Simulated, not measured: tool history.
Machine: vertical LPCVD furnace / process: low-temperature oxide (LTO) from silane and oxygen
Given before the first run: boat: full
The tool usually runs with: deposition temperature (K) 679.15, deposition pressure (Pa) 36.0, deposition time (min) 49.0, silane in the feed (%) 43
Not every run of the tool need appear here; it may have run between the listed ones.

run,day,deposition temperature (K),deposition pressure (Pa),deposition time (min),silane in the feed (%),"read-back reference wafer on the same gauge, thickness",film thickness on the monitor wafer in the middle of the boat (nm)
1,0.000,676.15,36.0,49.0,43,615.11,652.65
2,0.154,676.15,36.0,49.0,43,614.85,650.71
3,0.312,676.15,36.0,49.0,43,614.93,653.98
4,0.879,679.15,36.0,59.0,43,615.11,813.48
# day 2.333: pressure gauge zeroed
5,2.354,679.15,41.3,49.0,43,615.25,749.14
6,2.512,686.15,36.0,49.0,43,615.19,701.19
7,2.667,686.15,36.0,49.0,43,615.22,701.77
8,3.062,679.15,28.7,57.5,43,615.03,610.45
9,3.529,668.15,40.7,62.0,49,615.00,944.63
10,4.262,679.15,36.0,58.0,43,614.92,770.45
11,4.571,679.15,36.0,56.0,40,614.59,689.33
# day 4.817: gauge calibrated
12,5.104,672.15,40.0,49.0,49,615.09,765.55
13,5.412,679.15,36.0,59.0,43,614.95,786.18
14,5.879,679.15,36.0,49.0,43,615.08,651.29
15,6.517,679.15,28.7,57.5,43,615.18,611.01
16,6.971,679.15,36.0,34.5,43,615.16,460.33
17,7.483,689.15,42.7,61.0,40,614.87,988.07
18,7.796,679.15,32.0,49.0,43,615.19,580.96
19,8.346,679.15,42.0,35.5,35,615.03,431.77
20,10.242,688.15,38.0,49.0,35,615.07,594.19
21,10.946,679.15,31.3,49.0,43,615.04,570.02
22,11.525,679.15,36.0,49.0,43,615.09,653.20
23,12.042,679.15,36.0,37.5,43,614.63,499.68
24,12.704,679.15,42.0,42.5,48,614.90,736.76
25,12.975,679.15,36.0,58.5,43,615.02,779.74
26,13.721,679.15,36.0,49.0,43,615.00,654.38
27,14.317,685.15,36.0,35.0,43,615.10,498.07
28,14.712,670.15,36.0,39.5,43,614.82,478.96

Run 29 comes next. What will it give?
29,15.104,670.15,40.7,29.5,46,?,?

For run 29 the tool returned read-back reference wafer on the same gauge, thickness 614.96, film thickness on the monitor wafer in the middle of the boat (nm) 432.60.
The same run, on a tool lacking any hidden state, would have yielded film thickness on the monitor wafer in the middle of the boat (nm) 430.63.

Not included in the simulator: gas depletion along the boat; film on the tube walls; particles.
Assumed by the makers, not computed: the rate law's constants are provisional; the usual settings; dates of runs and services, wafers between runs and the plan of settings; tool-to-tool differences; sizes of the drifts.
